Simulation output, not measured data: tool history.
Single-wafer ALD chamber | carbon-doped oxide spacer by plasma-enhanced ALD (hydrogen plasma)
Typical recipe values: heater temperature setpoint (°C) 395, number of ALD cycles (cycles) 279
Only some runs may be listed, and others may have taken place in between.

run	hour	heater temperature setpoint (°C)	number of ALD cycles (cycles)	wafers since the last listed run	hours since the last thermocouple change	hours since the gauge calibration	read-back reference wafer on the same gauge, thickness_nm	mean film thickness on the monitor wafer (angstrom)
1	0.0	395	279	0	953.6	16.4	11.291	134.80
2	52.5	395	279	51	1006.1	68.9	11.299	134.02
3	82.0	395	279	28	1035.6	98.4	11.298	134.27
4	137.5	407	279	53	1091.1	153.9	11.296	131.86
5	176.2	395	279	37	1129.8	192.6	11.301	133.93
6	247.0	395	279	68	1200.6	263.4	11.301	134.21
7	317.3	395	279	68	1270.9	333.7	11.297	133.94
8	347.8	405	279	29	1301.4	364.2	11.296	133.11
9	395.7	405	279	46	1349.3	412.1	11.303	132.85
# hour 547.0: thermocouple changed; heater temperature recalibrated
10	597.0	395	261	187	50.0	613.4	11.297	125.64
11	638.6	395	261	40	91.6	655.0	11.299	125.68
12	680.2	395	261	40	133.2	696.6	11.292	125.60
13	728.7	406	279	47	181.7	745.1	11.300	132.85
14	763.7	406	279	34	216.7	780.1	11.295	132.36
15	827.7	395	279	62	280.7	844.1	11.299	134.62
16	864.2	395	279	35	317.2	880.6	11.300	134.68
17	903.0	381	316	37	356.0	919.4	11.307	152.00
18	972.8	406	279	67	425.8	989.2	11.305	132.55
19	1034.2	389	296	59	487.2	1050.6	11.297	142.17
20	1064.9	402	303	29	517.9	1081.3	11.298	145.82
21	1103.3	404	255	37	556.3	1119.7	11.297	121.82
22	1160.3	395	279	55	613.3	1176.7	11.299	134.23
23	1230.6	395	279	68	683.6	1247.0	11.295	134.69
24	1272.5	385	279	40	725.5	1288.9	11.298	134.51
25	1299.6	410	279	26	752.6	1316.0	11.301	130.83
26	1356.1	380	242	54	809.1	1372.5	11.298	116.81
# hour 1397.2: gauge calibrated
27	1423.7	385	314	65	876.7	26.5	11.301	151.31
28	1455.0	395	279	30	908.0	57.8	11.304	134.12
29	1513.3	395	279	56	966.3	116.1	11.305	134.70
30	1651.6	395	330	134	1104.6	254.4	11.307	158.92
31	1693.4	406	328	40	1146.4	296.2	11.307	155.82
32	1739.7	382	253	45	1192.7	342.5	11.293	122.12
33	1792.9	404	255	51	1245.9	395.7	11.304	121.83

What was the tool's hidden state at every run in the log?
wafer temperature above the value expected at the setpoint (K): 0 on each run
gauge reads high (%): 0 on each run
